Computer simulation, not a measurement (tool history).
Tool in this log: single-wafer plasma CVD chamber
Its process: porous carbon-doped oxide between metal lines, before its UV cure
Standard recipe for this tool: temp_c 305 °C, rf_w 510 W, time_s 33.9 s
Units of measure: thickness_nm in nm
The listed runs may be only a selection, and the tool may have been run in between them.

run     day  temp_c  rf_w  time_s  read-back reference wafer on the same gauge, thickness_nm  thickness_nm
  1   0.000     305   510    33.9                                                    186.150       169.570
  2   8.946     305   510    33.9                                                    189.037       170.283
  3  11.783     305   510    33.9                                                    189.360       171.327
  4  14.646     305   430    32.4                                                    190.069       146.553
     15.204  -- showerhead replaced
     17.596  -- RF generator calibrated
  5  17.617     305   430    32.4                                                    190.337       146.240
     19.804  -- thermocouple changed; heater temperature recalibrated
  6  20.342     305   510    33.9                                                    190.512       172.396
  7  22.962     305   510    33.9                                                    190.826       173.107
  8  24.433     305   510    33.9                                                    190.758       173.826
  9  27.288     319   510    33.9                                                    190.993       159.238
 10  30.112     305   510    33.9                                                    191.210       173.200
 11  31.754     305   555    38.5                                                    191.379       207.187
 12  34.025     305   510    33.9                                                    191.456       174.301
     35.996  -- gauge calibrated
 13  36.179     305   610    33.9                                                    184.279       188.097
 14  38.833     295   510    38.9                                                    185.597       204.522
 15  41.079     298   510    33.9                                                    186.266       176.107
 16  43.567     305   415    33.9                                                    187.256       146.947
 17  46.125     305   510    33.9                                                    188.068       170.175

Below are 5 alternative next runs, each starting from the tool's condition after run 17. Predict each:
  A  46.142     305   510    38.3                                                          ?             ?
  B  46.142     305   510    27.5                                                          ?             ?
  C  46.142     293   455    30.6                                                          ?             ?
  D  46.142     305   510    37.6                                                          ?             ?
  E  46.142     305   425    36.6                                                          ?             ?

run  read-back reference wafer on the same gauge, thickness_nm  thickness_nm
  A                                                    187.661       191.995
  B                                                    187.661       139.167
  C                                                    187.661       154.193
  D                                                    187.661       188.575
  E                                                    187.661       161.897
Stripped of hidden state, with their random variation kept, the same runs would have yielded:
run  thickness_nm
  A       189.092
  B       137.064
  C       151.862
  D       185.725
  E       159.450
